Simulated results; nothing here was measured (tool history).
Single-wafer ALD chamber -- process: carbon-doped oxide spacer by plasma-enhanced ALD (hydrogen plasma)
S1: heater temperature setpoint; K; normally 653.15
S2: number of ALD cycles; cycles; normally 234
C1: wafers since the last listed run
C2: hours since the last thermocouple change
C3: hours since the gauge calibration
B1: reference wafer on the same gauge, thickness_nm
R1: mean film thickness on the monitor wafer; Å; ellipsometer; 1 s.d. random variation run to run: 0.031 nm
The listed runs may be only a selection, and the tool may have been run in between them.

run 1 hour=0 | S1=653.15 S2=244 | C1=0 C2=982.4 C3=157.5 | B1=12.502 | R1=128.92
run 2 hour=30.3 | S1=642.15 S2=234 | C1=33 C2=1012.7 C3=187.8 | B1=12.502 | R1=123.9
run 3 hour=55.2 | S1=642.15 S2=234 | C1=27 C2=1037.6 C3=212.7 | B1=12.502 | R1=123.14
run 4 hour=78.8 | S1=642.15 S2=234 | C1=26 C2=1061.2 C3=236.3 | B1=12.504 | R1=124.03
run 5 hour=92.9 | S1=653.15 S2=234 | C1=15 C2=1075.3 C3=250.4 | B1=12.498 | R1=123.37
run 6 hour=106.5 | S1=653.15 S2=234 | C1=15 C2=1088.9 C3=264 | B1=12.501 | R1=123.97
run 7 hour=136.2 | S1=653.15 S2=234 | C1=32 C2=1118.6 C3=293.7 | B1=12.494 | R1=124
run 8 hour=170.6 | S1=653.15 S2=234 | C1=38 C2=1153 C3=328.1 | B1=12.505 | R1=123.93
run 9 hour=198.8 | S1=653.15 S2=246 | C1=31 C2=1181.2 C3=356.3 | B1=12.504 | R1=129.95
run 10 hour=223.2 | S1=644.15 S2=246 | C1=26 C2=1205.6 C3=380.7 | B1=12.505 | R1=130.13
run 11 hour=253.8 | S1=644.15 S2=246 | C1=33 C2=1236.2 C3=411.3 | B1=12.498 | R1=130.78
run 12 hour=283.5 | S1=644.15 S2=246 | C1=32 C2=1265.9 C3=441 | B1=12.502 | R1=129.82
run 13 hour=316.9 | S1=653.15 S2=234 | C1=36 C2=1299.3 C3=474.4 | B1=12.493 | R1=123.77
run 14 hour=330.1 | S1=653.15 S2=234 | C1=14 C2=1312.5 C3=487.6 | B1=12.504 | R1=124
-- hour=384.1 thermocouple changed; heater temperature recalibrated
run 15 hour=431.3 | S1=653.15 S2=234 | C1=102 C2=47.2 C3=588.8 | B1=12.496 | R1=124.23
run 16 hour=460.3 | S1=653.15 S2=234 | C1=32 C2=76.2 C3=617.8 | B1=12.503 | R1=123.5
run 17 hour=473 | S1=653.15 S2=234 | C1=14 C2=88.9 C3=630.5 | B1=12.498 | R1=123.49
run 18 hour=499.8 | S1=653.15 S2=234 | C1=29 C2=115.7 C3=657.3 | B1=12.496 | R1=123.95
run 19 hour=513.3 | S1=653.15 S2=234 | C1=14 C2=129.2 C3=670.8 | B1=12.498 | R1=123.44
run 20 hour=544.1 | S1=653.15 S2=234 | C1=34 C2=160 C3=701.6 | B1=12.495 | R1=124.28
run 21 hour=558.5 | S1=658.15 S2=234 | C1=15 C2=174.4 C3=716 | B1=12.503 | R1=123.84
run 22 hour=592.2 | S1=659.15 S2=204 | C1=37 C2=208.1 C3=749.7 | B1=12.504 | R1=107.79
run 23 hour=613.8 | S1=648.15 S2=264 | C1=23 C2=229.7 C3=771.3 | B1=12.494 | R1=139.2
run 24 hour=637.9 | S1=653.15 S2=234 | C1=26 C2=253.8 C3=795.4 | B1=12.497 | R1=123.62
run 25 hour=669.6 | S1=661.15 S2=195 | C1=35 C2=285.5 C3=827.1 | B1=12.504 | R1=103.53
run 26 hour=705.5 | S1=653.15 S2=234 | C1=39 C2=321.4 C3=863 | B1=12.504 | R1=124.09
run 27 hour=725.6 | S1=668.15 S2=248 | C1=22 C2=341.5 C3=883.1 | B1=12.497 | R1=131.6
run 28 hour=752.7 | S1=645.15 S2=194 | C1=29 C2=368.6 C3=910.2 | B1=12.499 | R1=103.06
run 29 hour=765.6 | S1=653.15 S2=234 | C1=14 C2=381.5 C3=923.1 | B1=12.505 | R1=123.6
run 30 hour=799.1 | S1=643.15 S2=234 | C1=37 C2=415 C3=956.6 | B1=12.503 | R1=124.09
run 31 hour=816.6 | S1=638.15 S2=246 | C1=19 C2=432.5 C3=974.1 | B1=12.502 | R1=130.29
run 32 hour=850.8 | S1=641.15 S2=202 | C1=37 C2=466.7 C3=1008.3 | B1=12.493 | R1=107.17
run 33 hour=874.5 | S1=653.15 S2=234 | C1=26 C2=490.4 C3=1032 | B1=12.51 | R1=124
run 34 hour=964 | S1=649.15 S2=271 | C1=98 C2=579.9 C3=1121.5 | B1=12.5 | R1=143.53
-- hour=967.4 gauge calibrated
run 35 hour=992.8 | S1=647.15 S2=271 | C1=31 C2=608.7 C3=25.4 | B1=12.497 | R1=143.7
run 36 hour=1005.5 | S1=644.15 S2=246 | C1=14 C2=621.4 C3=38.1 | B1=12.503 | R1=130.13
run 37 hour=1020.7 | S1=653.15 S2=234 | C1=16 C2=636.6 C3=53.3 | B1=12.502 | R1=123.73
run 38 hour=1044.4 | S1=653.15 S2=234 | C1=26 C2=660.3 C3=77 | B1=12.498 | R1=123.93
run 39 hour=1061.7 | S1=640.15 S2=218 | C1=19 C2=677.6 C3=94.3 | B1=12.502 | R1=114.93
run 40 hour=1094.3 | S1=653.15 S2=234 | C1=36 C2=710.2 C3=126.9 | B1=12.504 | R1=123.14
run 41 hour=1123.3 | S1=644.15 S2=246 | C1=32 C2=739.2 C3=155.9 | B1=12.495 | R1=130.39
run 42 hour=1156.5 | S1=642.15 S2=207 | C1=36 C2=772.4 C3=189.1 | B1=12.499 | R1=109.49
run 43 hour=1175.2 | S1=649.15 S2=234 | C1=20 C2=791.1 C3=207.8 | B1=12.497 | R1=123.68
run 44 hour=1203.8 | S1=657.15 S2=205 | C1=31 C2=819.7 C3=236.4 | B1=12.501 | R1=108.91
run 45 hour=1238.8 | S1=653.15 S2=234 | C1=38 C2=854.7 C3=271.4 | B1=12.498 | R1=123.68
run 46 hour=1261.4 | S1=667.15 S2=262 | C1=24 C2=877.3 C3=294 | B1=12.501 | R1=138.14
run 47 hour=1294.8 | S1=665.15 S2=266 | C1=36 C2=910.7 C3=327.4 | B1=12.504 | R1=141.45

Take each entry between the runs: how does the hidden state at the last listed run before it differ from the hidden state at the first listed run after it?
Between runs 14 and 15: thermocouple changed; heater temperature recalibrated (hour 384.1)
  no difference in the tool's unlogged condition between these two runs
Between runs 34 and 35: gauge calibrated (hour 967.4)
  no difference in the tool's unlogged condition between these two runs
